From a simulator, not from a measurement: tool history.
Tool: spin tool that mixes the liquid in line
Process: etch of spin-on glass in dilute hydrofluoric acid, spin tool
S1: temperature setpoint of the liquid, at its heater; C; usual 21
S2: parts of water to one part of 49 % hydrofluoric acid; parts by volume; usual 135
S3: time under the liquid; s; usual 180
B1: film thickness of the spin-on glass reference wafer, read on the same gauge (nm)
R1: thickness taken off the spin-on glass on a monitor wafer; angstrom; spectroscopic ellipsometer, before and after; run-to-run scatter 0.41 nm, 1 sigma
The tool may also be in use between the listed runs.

run    hour    S1   S2   S3     B1     R1
  1       0    21  135  180  81.96  512.8
  2    69.4    21  135  180  82.23    510
  3   114.5    23  135  180  82.44  561.6
  4   172.4    23  135  180  82.72  550.5
  5   222.6    23  135  180  82.94  556.8
  6   277.3    21  135  100  83.23  289.6
      375.5  -- thermometer replaced
  7   383.9    21  135  180  83.81  517.1
      405.9  -- hydrofluoric acid flow meter replaced
  8     483    21  135  180  84.38  526.6
  9   542.2    21  135  180  84.76  528.9
 10   627.5    19  135   95  85.29  257.7
 11   692.8    19  135   95  85.74  262.4
 12   738.2    21  135  180  86.07  530.8
        802  -- gauge calibrated
 13   804.2    21  135  235  79.44    642
 14   890.2    21  175  180  79.45  360.5
 15   997.9    26   75  125  79.52  820.6
 16  1037.2    18  135  145  79.55  348.8
     1070.1  -- hydrofluoric acid flow meter replaced
 17  1113.6  25.5   70   95  79.64  652.8
 18  1199.4    21  135  180  79.77  493.3
 19  1270.8    21  135  180  79.89    491
 20    1360    17  135  125  80.11  294.2
 21  1417.4    17  135  180  80.22  420.6
     1460.6  -- thermometer replaced
 22  1511.8    21  135  235  80.47  655.9
 23  1605.9  19.5  135  245  80.77  644.5
 24  1712.7    23  185  270  81.13    560
     1726.8  -- hydrofluoric acid flow meter replaced
 25  1801.7    25   85  100  81.49  553.1
 26  1851.9    21  135  180  81.73  503.4
 27  1939.1    21  200  280  82.09  494.9

5 options for the next run, each taken on its own from the tool as it stands now. Forecast them:
  A  1939.6  21   95  180   ?   ?
  B  1939.6  21   90  280   ?   ?
  C  1939.6  23  135  270   ?   ?
  D  1939.6  21  135  140   ?   ?
  E  1939.6  21  185  125   ?   ?

run    B1     R1
  A  82.1  755.7
  B  82.1   1248
  C  82.1  825.3
  D  82.1  395.5
  E  82.1  244.5
What these runs would have given with no unlogged condition in the tool:
run      R1
  A   736.4
  B  1216.2
  C   804.3
  D   385.4
  E   238.2

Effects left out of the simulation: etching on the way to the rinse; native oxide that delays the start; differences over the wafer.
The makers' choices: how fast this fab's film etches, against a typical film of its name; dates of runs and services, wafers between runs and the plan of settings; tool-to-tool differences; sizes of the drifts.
